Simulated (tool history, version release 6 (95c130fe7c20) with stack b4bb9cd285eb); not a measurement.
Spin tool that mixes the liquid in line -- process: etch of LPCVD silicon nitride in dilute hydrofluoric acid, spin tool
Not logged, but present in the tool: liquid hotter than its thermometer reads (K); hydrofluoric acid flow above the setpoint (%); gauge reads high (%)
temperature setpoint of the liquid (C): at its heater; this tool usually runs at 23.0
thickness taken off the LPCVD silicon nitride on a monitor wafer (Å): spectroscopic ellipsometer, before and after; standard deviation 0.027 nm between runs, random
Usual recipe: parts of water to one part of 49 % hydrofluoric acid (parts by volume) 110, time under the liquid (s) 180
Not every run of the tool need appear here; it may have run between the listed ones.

run    hour  temperature setpoint of the liquid (C)  parts of water to one part of 49 % hydrofluoric acid (parts by volume)  time under the liquid (s)  wafers since the last listed run  hours since the thermometer was replaced  hours since the hydrofluoric acid flow meter was replaced  hours since the gauge calibration  read-back film thickness of the LPCVD silicon nitride reference wafer, read on the same gauge (nm)  thickness taken off the LPCVD silicon nitride on a monitor wafer (Å)
  1     0.0                                    23.0                                                                     110                        180                                 0                                    1308.3                                                      462.9                              726.1                                                                                              29.971                                                                 11.91
  2    24.4                                    23.0                                                                     110                        180                               187                                    1332.7                                                      487.3                              750.5                                                                                              30.001                                                                 12.04
  3    71.4                                    23.0                                                                     110                        180                               361                                    1379.7                                                      534.3                              797.5                                                                                              29.985                                                                 11.94
  4   103.3                                    23.0                                                                     110                        245                               245                                    1411.6                                                      566.2                              829.4                                                                                              29.970                                                                 15.56
      106.0  -- hydrofluoric acid flow meter replaced
  5   166.6                                    23.0                                                                     110                        245                               479                                    1474.9                                                       60.6                              892.7                                                                                              30.004                                                                 14.99
  6   206.1                                    23.0                                                                     110                        180                               303                                    1514.4                                                      100.1                              932.2                                                                                              29.999                                                                 11.70
  7   273.8                                    23.0                                                                     110                        180                               520                                    1582.1                                                      167.8                              999.9                                                                                              29.985                                                                 12.25
  8   320.2                                    23.0                                                                     110                        180                               357                                    1628.5                                                      214.2                             1046.3                                                                                              29.990                                                                 11.87
  9   355.8                                    23.0                                                                     110                        180                               273                                    1664.1                                                      249.8                             1081.9                                                                                              30.002                                                                 11.89
 10   422.9                                    23.0                                                                     110                        180                               516                                    1731.2                                                      316.9                             1149.0                                                                                              30.008                                                                 11.83
      463.1  -- gauge calibrated
      465.2  -- thermometer replaced
 11   480.5                                    23.0                                                                     110                        180                               435                                      15.3                                                      374.5                               17.4                                                                                              30.017                                                                 10.45
 12   545.5                                    23.0                                                                     110                        235                               500                                      80.3                                                      439.5                               82.4                                                                                              29.995                                                                 13.36
 13   583.5                                    21.5                                                                     160                        180                               292                                     118.3                                                      477.5                              120.4                                                                                              30.005                                                                  6.55
      627.1  -- hydrofluoric acid flow meter replaced
 14   645.4                                    23.0                                                                     110                        180                               468                                     180.2                                                       18.3                              182.3                                                                                              29.997                                                                 10.77
 15   677.9                                    23.0                                                                     110                        180                               250                                     212.7                                                       50.8                              214.8                                                                                              29.997                                                                 10.83
 16   736.1                                    23.0                                                                     110                        180                               447                                     270.9                                                      109.0                              273.0                                                                                              29.975                                                                  9.98
 17   772.4                                    23.0                                                                      75                         85                               279                                     307.2                                                      145.3                              309.3                                                                                              30.015                                                                  7.48
 18   841.7                                    25.5                                                                     125                        115                               533                                     376.5                                                      214.6                              378.6                                                                                              30.001                                                                  7.21
 19   866.4                                    23.0                                                                     110                        180                               190                                     401.2                                                      239.3                              403.3                                                                                              29.985                                                                 10.31
 20   925.7                                    23.0                                                                     110                        180                               456                                     460.5                                                      298.6                              462.6                                                                                              30.003                                                                 10.56
 21   969.4                                    21.5                                                                      60                        180                               336                                     504.2                                                      342.3                              506.3                                                                                              29.984                                                                 17.87
 22  1003.5                                    23.0                                                                     110                        180                               262                                     538.3                                                      376.4                              540.4                                                                                              29.998                                                                 11.01
 23  1072.8                                    25.0                                                                      95                        280                               533                                     607.6                                                      445.7                              609.7                                                                                              30.013                                                                 22.12
 24  1104.7                                    23.0                                                                     110                        210                               245                                     639.5                                                      477.6                              641.6                                                                                              29.999                                                                 12.96
     1114.7  -- hydrofluoric acid flow meter replaced
 25  1149.5                                    24.5                                                                     150                        240                               337                                     684.3                                                       34.8                              686.4                                                                                              29.991                                                                 12.05
 26  1202.2                                    24.5                                                                      85                        180                               405                                     737.0                                                       87.5                              739.1                                                                                              30.001                                                                 15.90
 27  1271.1                                    21.5                                                                      70                        180                               530                                     805.9                                                      156.4                              808.0                                                                                              29.982                                                                 16.44
 28  1310.2                                    23.0                                                                     110                        180                               300                                     845.0                                                      195.5                              847.1                                                                                              29.996                                                                 10.84
 29  1349.3                                    26.0                                                                      60                        180                               300                                     884.1                                                      234.6                              886.2                                                                                              29.993                                                                 24.79
 30  1418.4                                    24.5                                                                     110                        180                               531                                     953.2                                                      303.7                              955.3                                                                                              29.995                                                                 12.11
     1437.9  -- gauge calibrated
 31  1482.0                                    21.5                                                                      60                        180                               489                                    1016.8                                                      367.3                               44.1                                                                                              30.005                                                                 18.90
 32  1550.5                                    21.5                                                                     110                        180                               527                                    1085.3                                                      435.8                              112.6                                                                                              29.996                                                                 10.54

Hidden condition of the tool, last listed run before each entry between runs versus first listed run after:
Logged between run 4 and run 5: hydrofluoric acid flow meter replaced (hour 106.0)
  liquid hotter than its thermometer reads (K): 1.84 -> 1.93
  what was measured, less what the result would be without the hidden state, thickness taken off the LPCVD silicon nitride on a monitor wafer (Å): +1.77 -> +1.79
Logged between run 10 and run 11: gauge calibrated (hour 463.1); thermometer replaced (hour 465.2)
  liquid hotter than its thermometer reads (K): 2.26 -> 0.0702
  what was measured, less what the result would be without the hidden state, thickness taken off the LPCVD silicon nitride on a monitor wafer (Å): +1.63 -> +0.05
Logged between run 13 and run 14: hydrofluoric acid flow meter replaced (hour 627.1)
  liquid hotter than its thermometer reads (K): 0.203 -> 0.283
  what was measured, less what the result would be without the hidden state, thickness taken off the LPCVD silicon nitride on a monitor wafer (Å): +0.08 -> +0.20
Logged between run 24 and run 25: hydrofluoric acid flow meter replaced (hour 1114.7)
  liquid hotter than its thermometer reads (K): 0.876 -> 0.934
  what was measured, less what the result would be without the hidden state, thickness taken off the LPCVD silicon nitride on a monitor wafer (Å): +0.73 -> +0.70
Logged between run 30 and run 31: gauge calibrated (hour 1437.9)
  liquid hotter than its thermometer reads (K): 1.28 -> 1.36
  what was measured, less what the result would be without the hidden state, thickness taken off the LPCVD silicon nitride on a monitor wafer (Å): +0.96 -> +1.67
